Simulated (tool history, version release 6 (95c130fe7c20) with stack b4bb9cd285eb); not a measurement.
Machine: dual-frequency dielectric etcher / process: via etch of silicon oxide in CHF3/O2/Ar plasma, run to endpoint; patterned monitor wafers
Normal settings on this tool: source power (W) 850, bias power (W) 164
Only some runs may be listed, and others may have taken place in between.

| run | day | source power (W) | bias power (W) | wafers since the last listed run | hours since the last wet clean | hours since the last source power generator calibration | hours since the last bias power generator calibration | hours since the last upper electrode change | incoming incoming film thickness, nm | endpoint time (s) |
|---|---|---|---|---|---|---|---|---|---|---|
| 1 | 0 | 850 | 164 | 0 | 185.4 | 2798.4 | 2742.6 | 3164.2 | 567.7 | 277.7 |
| 2 | 2.483 | 850 | 164 | 222 | 245 | 2858 | 2802.2 | 3223.8 | 567.4 | 275.9 |
| 3 | 5.229 | 850 | 164 | 246 | 310.9 | 2923.9 | 2868.1 | 3289.7 | 571.2 | 282.4 |
| 4 | 7.025 | 850 | 164 | 160 | 354 | 2967 | 2911.2 | 3332.8 | 565.6 | 281.4 |
| 5 | 9.233 | 850 | 164 | 197 | 407 | 3020 | 2964.2 | 3385.8 | 574.3 | 286.4 |
| 6 | 10.367 | 770 | 164 | 101 | 434.2 | 3047.2 | 2991.4 | 3413 | 574.5 | 297.2 |
| 7 | 12.233 | 760 | 191 | 167 | 479 | 3092 | 3036.2 | 3457.8 | 578.1 | 282.9 |
|  | 14.538 | bias power generator calibrated |
|  | 15.3 | upper electrode replaced |
| 8 | 15.321 | 1010 | 144 | 193 | 553.1 | 3166.1 | 18.8 | 0.5 | 572 | 287.5 |
| 9 | 16.129 | 650 | 152 | 72 | 572.5 | 3185.5 | 38.2 | 19.9 | 573.3 | 321 |
|  | 18.138 | wet clean of the chamber |
| 10 | 18.158 | 850 | 164 | 92 | 0.5 | 3234.2 | 86.9 | 68.6 | 563.8 | 268.8 |
|  | 18.725 | source power generator calibrated |
| 11 | 19.146 | 950 | 182 | 73 | 24.2 | 10.1 | 110.6 | 92.3 | 571.1 | 251.3 |
| 12 | 21.633 | 950 | 182 | 222 | 83.9 | 69.8 | 170.3 | 152 | 561.4 | 253.1 |
| 13 | 22.925 | 1010 | 135 | 115 | 114.9 | 100.8 | 201.3 | 183 | 566.3 | 282.8 |
| 14 | 24.062 | 850 | 164 | 101 | 142.2 | 128.1 | 228.6 | 210.3 | 573.4 | 278.4 |
| 15 | 25.775 | 850 | 132 | 153 | 183.3 | 169.2 | 269.7 | 251.4 | 571.3 | 304.8 |

Exercise: give the hidden state of the tool at every run:
source power that arrives over what is set, %: 0 at every run
bias power that arrives over what is set, %: 0 at every run
H1: etch rate over this chamber's usual, %
| run | H1 |
|---|---|
| 1 | -1.28 |
| 2 | -1.71 |
| 3 | -2.19 |
| 4 | -2.5 |
| 5 | -2.88 |
| 6 | -3.08 |
| 7 | -3.4 |
| 8 | -3.94 |
| 9 | -4.08 |
| 10 | 0.123 |
| 11 | -0.0486 |
| 12 | -0.481 |
| 13 | -0.705 |
| 14 | -0.903 |
| 15 | -1.2 |
